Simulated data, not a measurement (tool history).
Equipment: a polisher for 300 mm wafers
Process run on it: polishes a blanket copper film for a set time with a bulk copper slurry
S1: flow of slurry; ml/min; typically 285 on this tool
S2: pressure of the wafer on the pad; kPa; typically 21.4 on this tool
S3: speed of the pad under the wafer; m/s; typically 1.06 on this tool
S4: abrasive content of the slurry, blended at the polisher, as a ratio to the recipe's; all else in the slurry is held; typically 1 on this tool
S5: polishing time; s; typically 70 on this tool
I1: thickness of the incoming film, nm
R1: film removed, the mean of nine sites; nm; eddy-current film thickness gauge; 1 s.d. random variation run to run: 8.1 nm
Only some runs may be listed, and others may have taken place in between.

Run 1, hour 0: usual settings but S4 0.85; I1 3801.8. Result: R1 563.2 nm.
Run 2, hour 10.7: usual settings; I1 3742.6. Result: R1 578.7 nm.
Run 3, hour 17: usual settings; I1 3764.5. Result: R1 570 nm.
Run 4, hour 25.2: usual settings; I1 3758.1. Result: R1 574 nm.
Run 5, hour 39.2: usual settings; I1 3722.1. Result: R1 580.6 nm.
Run 6, hour 52.8: usual settings but S4 0.95; I1 3767.2. Result: R1 581.4 nm.
Run 7, hour 70.2: usual settings but S2 26.9 kPa; I1 3769.1. Result: R1 742.2 nm.
Run 8, hour 85.1: usual settings but S2 24.8 kPa; I1 3718.6. Result: R1 689 nm.
Run 9, hour 98.3: usual settings; I1 3784.3. Result: R1 590 nm.
Run 10, hour 113.8: usual settings; I1 3705.5. Result: R1 581.9 nm.
Run 11, hour 130.5: usual settings; I1 3718.9. Result: R1 582.8 nm.
Run 12, hour 144.8: usual settings; I1 3812.7. Result: R1 643.2 nm.
Run 13, hour 151.5: usual settings; I1 3744.7. Result: R1 639.5 nm.
Run 14, hour 166.9: usual settings but S1 190 ml/min, S3 0.74 m/s, S5 79 s; I1 3752.2. Result: R1 503.7 nm.
Run 15, hour 175.9: usual settings; I1 3756.1. Result: R1 633.6 nm.
Run 16, hour 193.2: usual settings but S1 375 ml/min, S2 28.3 kPa, S3 0.72 m/s, S5 77 s; I1 3744.7. Result: R1 674.7 nm.
Run 17, hour 211: usual settings but S1 215 ml/min, S5 85 s; I1 3755.9. Result: R1 715.4 nm.
Run 18, hour 221.5: usual settings but S2 25.5 kPa, S3 0.74 m/s, S5 84 s; I1 3690.6. Result: R1 665.7 nm.
Run 19, hour 230.4: usual settings but S5 83 s; I1 3685.2. Result: R1 749.5 nm.
Run 20, hour 237.8: usual settings but S1 375 ml/min; I1 3794.7. Result: R1 634.5 nm.
Run 21, hour 252.9: usual settings but S2 14.5 kPa, S3 1.36 m/s, S4 1.25; I1 3781.2. Result: R1 552.5 nm.
Run 22, hour 260.4: usual settings; I1 3799.3. Result: R1 613.3 nm.
Run 23, hour 275: usual settings but S1 195 ml/min, S2 24.8 kPa, S3 1.32 m/s, S4 0.7; I1 3726.3. Result: R1 743.2 nm.
Run 24, hour 292.1: usual settings but S1 190 ml/min, S3 0.74 m/s, S5 79 s; I1 3738.8. Result: R1 458.8 nm.
Run 25, hour 308.3: usual settings but S3 1.26 m/s, S4 0.8; I1 3765.8. Result: R1 652.1 nm.
Run 26, hour 326.1: usual settings but S3 0.78 m/s; I1 3729. Result: R1 470.9 nm.
Run 27, hour 343.1: usual settings but S1 370 ml/min; I1 3723.3. Result: R1 621.3 nm.
Run 28, hour 354.2: usual settings but S1 360 ml/min, S2 18.6 kPa, S4 0.75, S5 89 s; I1 3806.1. Result: R1 642.5 nm.
Run 29, hour 362.7: usual settings but S2 26.2 kPa, S3 0.7 m/s, S4 0.8, S5 61 s; I1 3773.5. Result: R1 427.1 nm.
Run 30, hour 374.4: usual settings; I1 3745.4. Result: R1 603.2 nm.

Between the runs listed above, the log contained 8 entries, not reproduced here. Where in the sequence does each belong, and how does what the log doesn't record of the tool's condition differ from the listed run before to the listed run after?
After run 6, before run 7: worn pad replaced by a new one (hour 61.5)
  slurry flow missing at the pad, %: 48.5 -> 49.1
  difference, measured minus the result without the unlogged condition, R1: -57.2 -> -74.8 nm
After run 8, before run 9: head pressure recalibrated (hour 97.8)
  slurry flow missing at the pad, %: 49.5 -> 49.9
  difference, measured minus the result without the unlogged condition, R1: -70.8 -> -61.6 nm
After run 10, before run 11: slurry blender recalibrated (hour 126.7)
  slurry flow missing at the pad, %: 50.2 -> 50.5
  difference, measured minus the result without the unlogged condition, R1: -61.7 -> -62.6 nm
After run 11, before run 12: slurry nozzle cleaned (hour 133.5)
  slurry flow missing at the pad, %: 50.5 -> 4.93
  difference, measured minus the result without the unlogged condition, R1: -62.6 -> -3.2 nm
After run 13, before run 14: worn pad replaced by a new one (hour 158.3)
  slurry flow missing at the pad, %: 7.12 -> 11.7
  difference, measured minus the result without the unlogged condition, R1: -4.8 -> -9.9 nm
After run 19, before run 20: worn pad replaced by a new one (hour 236.5)
  slurry flow missing at the pad, %: 25.1 -> 26.3
  difference, measured minus the result without the unlogged condition, R1: -25.2 -> -17.2 nm
After run 20, before run 21: slurry blender recalibrated (hour 245.2)
  slurry flow missing at the pad, %: 26.3 -> 28.4
  difference, measured minus the result without the unlogged condition, R1: -17.2 -> -22 nm
After run 26, before run 27: worn pad replaced by a new one (hour 336.1)
  slurry flow missing at the pad, %: 35.3 -> 36.4
  difference, measured minus the result without the unlogged condition, R1: -26.2 -> -27.8 nm
